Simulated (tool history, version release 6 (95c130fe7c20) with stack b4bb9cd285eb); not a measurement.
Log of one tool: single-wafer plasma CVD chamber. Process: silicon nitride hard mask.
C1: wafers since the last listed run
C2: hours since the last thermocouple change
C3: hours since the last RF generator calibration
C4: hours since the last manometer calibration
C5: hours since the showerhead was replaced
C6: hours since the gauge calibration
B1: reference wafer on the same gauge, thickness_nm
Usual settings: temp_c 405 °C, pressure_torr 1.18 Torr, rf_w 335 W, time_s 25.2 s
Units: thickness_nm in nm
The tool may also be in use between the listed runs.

{"run": 1, "day": 0.0, "temp_c": 405, "pressure_torr": 1.18, "rf_w": 335, "time_s": 25.2, "C1": 0, "C2": 31.4, "C3": 43.9, "C4": 2102.1, "C5": 6178.7, "C6": 822.2, "B1": 24.584, "thickness_nm": 24.551}
{"run": 2, "day": 0.542, "temp_c": 405, "pressure_torr": 1.18, "rf_w": 335, "time_s": 25.2, "C1": 296, "C2": 44.4, "C3": 56.9, "C4": 2115.1, "C5": 6191.7, "C6": 835.2, "B1": 24.552, "thickness_nm": 24.421}
{"run": 3, "day": 1.629, "temp_c": 395, "pressure_torr": 1.09, "rf_w": 335, "time_s": 25.2, "C1": 595, "C2": 70.5, "C3": 83.0, "C4": 2141.2, "C5": 6217.8, "C6": 861.3, "B1": 24.584, "thickness_nm": 24.228}
{"run": 4, "day": 3.096, "temp_c": 405, "pressure_torr": 1.18, "rf_w": 335, "time_s": 25.2, "C1": 803, "C2": 105.7, "C3": 118.2, "C4": 2176.4, "C5": 6253.0, "C6": 896.5, "B1": 24.576, "thickness_nm": 24.49}
{"run": 5, "day": 3.904, "temp_c": 405, "pressure_torr": 1.18, "rf_w": 335, "time_s": 25.2, "C1": 442, "C2": 125.1, "C3": 137.6, "C4": 2195.8, "C5": 6272.4, "C6": 915.9, "B1": 24.564, "thickness_nm": 24.506}
{"run": 6, "day": 4.646, "temp_c": 413, "pressure_torr": 1.43, "rf_w": 335, "time_s": 23.6, "C1": 406, "C2": 142.9, "C3": 155.4, "C4": 2213.6, "C5": 6290.2, "C6": 933.7, "B1": 24.606, "thickness_nm": 24.015}
{"day": 5.167, "done": "showerhead replaced"}
{"run": 7, "day": 6.083, "temp_c": 397, "pressure_torr": 0.95, "rf_w": 300, "time_s": 29.4, "C1": 604, "C2": 177.4, "C3": 189.9, "C4": 2248.1, "C5": 22.0, "C6": 968.2, "B1": 24.586, "thickness_nm": 25.586}
{"run": 8, "day": 6.642, "temp_c": 405, "pressure_torr": 1.05, "rf_w": 400, "time_s": 25.2, "C1": 305, "C2": 190.8, "C3": 203.3, "C4": 2261.5, "C5": 35.4, "C6": 981.6, "B1": 24.591, "thickness_nm": 25.683}
{"run": 9, "day": 7.383, "temp_c": 405, "pressure_torr": 1.45, "rf_w": 335, "time_s": 25.2, "C1": 406, "C2": 208.6, "C3": 221.1, "C4": 2279.3, "C5": 53.2, "C6": 999.4, "B1": 24.585, "thickness_nm": 25.632}
{"run": 10, "day": 8.162, "temp_c": 411, "pressure_torr": 1.18, "rf_w": 335, "time_s": 25.2, "C1": 426, "C2": 227.3, "C3": 239.8, "C4": 2298.0, "C5": 71.9, "C6": 1018.1, "B1": 24.57, "thickness_nm": 24.357}
{"day": 8.796, "done": "gauge calibrated"}
{"run": 11, "day": 9.612, "temp_c": 417, "pressure_torr": 0.95, "rf_w": 360, "time_s": 25.2, "C1": 794, "C2": 262.1, "C3": 274.6, "C4": 2332.8, "C5": 106.7, "C6": 19.6, "B1": 24.645, "thickness_nm": 23.846}
{"run": 12, "day": 10.95, "temp_c": 405, "pressure_torr": 1.18, "rf_w": 335, "time_s": 25.2, "C1": 732, "C2": 294.2, "C3": 306.7, "C4": 2364.9, "C5": 138.8, "C6": 51.7, "B1": 24.579, "thickness_nm": 24.407}
{"run": 13, "day": 12.038, "temp_c": 419, "pressure_torr": 1.18, "rf_w": 390, "time_s": 20.6, "C1": 595, "C2": 320.3, "C3": 332.8, "C4": 2391.0, "C5": 164.9, "C6": 77.8, "B1": 24.636, "thickness_nm": 21.363}
{"run": 14, "day": 13.262, "temp_c": 405, "pressure_torr": 1.18, "rf_w": 335, "time_s": 25.2, "C1": 670, "C2": 349.7, "C3": 362.2, "C4": 2420.4, "C5": 194.3, "C6": 107.2, "B1": 24.613, "thickness_nm": 24.036}
{"day": 13.896, "done": "capacitance manometer re-zeroed and calibrated"}
{"run": 15, "day": 14.383, "temp_c": 416, "pressure_torr": 0.93, "rf_w": 270, "time_s": 20.8, "C1": 431, "C2": 376.6, "C3": 389.1, "C4": 11.7, "C5": 221.2, "C6": 134.1, "B1": 24.6, "thickness_nm": 17.091}
{"run": 16, "day": 16.258, "temp_c": 405, "pressure_torr": 1.18, "rf_w": 335, "time_s": 25.2, "C1": 1026, "C2": 421.6, "C3": 434.1, "C4": 56.7, "C5": 266.2, "C6": 179.1, "B1": 24.619, "thickness_nm": 24.179}
{"run": 17, "day": 17.283, "temp_c": 410, "pressure_torr": 1.18, "rf_w": 335, "time_s": 20.4, "C1": 561, "C2": 446.2, "C3": 458.7, "C4": 81.3, "C5": 290.8, "C6": 203.7, "B1": 24.58, "thickness_nm": 19.68}
{"run": 18, "day": 20.917, "temp_c": 405, "pressure_torr": 1.18, "rf_w": 315, "time_s": 25.2, "C1": 1989, "C2": 533.4, "C3": 545.9, "C4": 168.5, "C5": 378.0, "C6": 290.9, "B1": 24.569, "thickness_nm": 23.401}
{"run": 19, "day": 22.029, "temp_c": 405, "pressure_torr": 1.18, "rf_w": 335, "time_s": 22.5, "C1": 609, "C2": 560.1, "C3": 572.6, "C4": 195.2, "C5": 404.7, "C6": 317.6, "B1": 24.587, "thickness_nm": 21.665}
{"run": 20, "day": 22.788, "temp_c": 415, "pressure_torr": 1.06, "rf_w": 355, "time_s": 26.8, "C1": 415, "C2": 578.3, "C3": 590.8, "C4": 213.4, "C5": 422.9, "C6": 335.8, "B1": 24.586, "thickness_nm": 25.558}
{"run": 21, "day": 23.333, "temp_c": 419, "pressure_torr": 1.1, "rf_w": 395, "time_s": 22.4, "C1": 298, "C2": 591.4, "C3": 603.9, "C4": 226.5, "C5": 436.0, "C6": 348.9, "B1": 24.588, "thickness_nm": 22.463}
{"run": 22, "day": 24.592, "temp_c": 420, "pressure_torr": 1.18, "rf_w": 335, "time_s": 25.2, "C1": 689, "C2": 621.6, "C3": 634.1, "C4": 256.7, "C5": 466.2, "C6": 379.1, "B1": 24.563, "thickness_nm": 23.764}
{"run": 23, "day": 25.771, "temp_c": 405, "pressure_torr": 0.95, "rf_w": 335, "time_s": 25.2, "C1": 645, "C2": 649.9, "C3": 662.4, "C4": 285.0, "C5": 494.5, "C6": 407.4, "B1": 24.591, "thickness_nm": 22.812}
{"run": 24, "day": 26.838, "temp_c": 417, "pressure_torr": 1.05, "rf_w": 335, "time_s": 25.2, "C1": 584, "C2": 675.5, "C3": 688.0, "C4": 310.6, "C5": 520.1, "C6": 433.0, "B1": 24.559, "thickness_nm": 23.319}
{"run": 25, "day": 27.812, "temp_c": 405, "pressure_torr": 1.18, "rf_w": 335, "time_s": 25.2, "C1": 533, "C2": 698.9, "C3": 711.4, "C4": 334.0, "C5": 543.5, "C6": 456.4, "B1": 24.599, "thickness_nm": 24.163}
{"run": 26, "day": 28.562, "temp_c": 405, "pressure_torr": 1.18, "rf_w": 335, "time_s": 25.2, "C1": 410, "C2": 716.9, "C3": 729.4, "C4": 352.0, "C5": 561.5, "C6": 474.4, "B1": 24.632, "thickness_nm": 24.025}
{"run": 27, "day": 29.233, "temp_c": 405, "pressure_torr": 1.18, "rf_w": 335, "time_s": 26.9, "C1": 367, "C2": 733.0, "C3": 745.5, "C4": 368.1, "C5": 577.6, "C6": 490.5, "B1": 24.621, "thickness_nm": 25.634}
{"run": 28, "day": 29.746, "temp_c": 405, "pressure_torr": 1.18, "rf_w": 335, "time_s": 22.7, "C1": 280, "C2": 745.3, "C3": 757.8, "C4": 380.4, "C5": 589.9, "C6": 502.8, "B1": 24.614, "thickness_nm": 21.718}

5 ways to go on from here, each from the tool as it stands after run 28. What would each give?
{"run": "A", "day": 29.762, "temp_c": 405, "pressure_torr": 1.18, "rf_w": 335, "time_s": 21.7, "C1": 9, "C2": 745.7, "C3": 758.2, "C4": 380.8, "C5": 590.3, "C6": 503.2, "B1": "?", "thickness_nm": "?"}
{"run": "B", "day": 29.762, "temp_c": 416, "pressure_torr": 0.94, "rf_w": 335, "time_s": 25.2, "C1": 9, "C2": 745.7, "C3": 758.2, "C4": 380.8, "C5": 590.3, "C6": 503.2, "B1": "?", "thickness_nm": "?"}
{"run": "C", "day": 29.762, "temp_c": 416, "pressure_torr": 0.93, "rf_w": 335, "time_s": 25.2, "C1": 9, "C2": 745.7, "C3": 758.2, "C4": 380.8, "C5": 590.3, "C6": 503.2, "B1": "?", "thickness_nm": "?"}
{"run": "D", "day": 29.762, "temp_c": 405, "pressure_torr": 0.92, "rf_w": 290, "time_s": 25.2, "C1": 9, "C2": 745.7, "C3": 758.2, "C4": 380.8, "C5": 590.3, "C6": 503.2, "B1": "?", "thickness_nm": "?"}
{"run": "E", "day": 29.762, "temp_c": 396, "pressure_torr": 1.18, "rf_w": 335, "time_s": 21.5, "C1": 9, "C2": 745.7, "C3": 758.2, "C4": 380.8, "C5": 590.3, "C6": 503.2, "B1": "?", "thickness_nm": "?"}

run=A B1=24.655 thickness_nm=20.775
run=B B1=24.655 thickness_nm=22.762
run=C B1=24.655 thickness_nm=22.706
run=D B1=24.655 thickness_nm=21.256
run=E B1=24.655 thickness_nm=20.654
Without the tool's hidden state the same runs would have given:
run=A thickness_nm=21.410
run=B thickness_nm=23.458
run=C thickness_nm=23.400
run=D thickness_nm=21.933
run=E thickness_nm=21.285
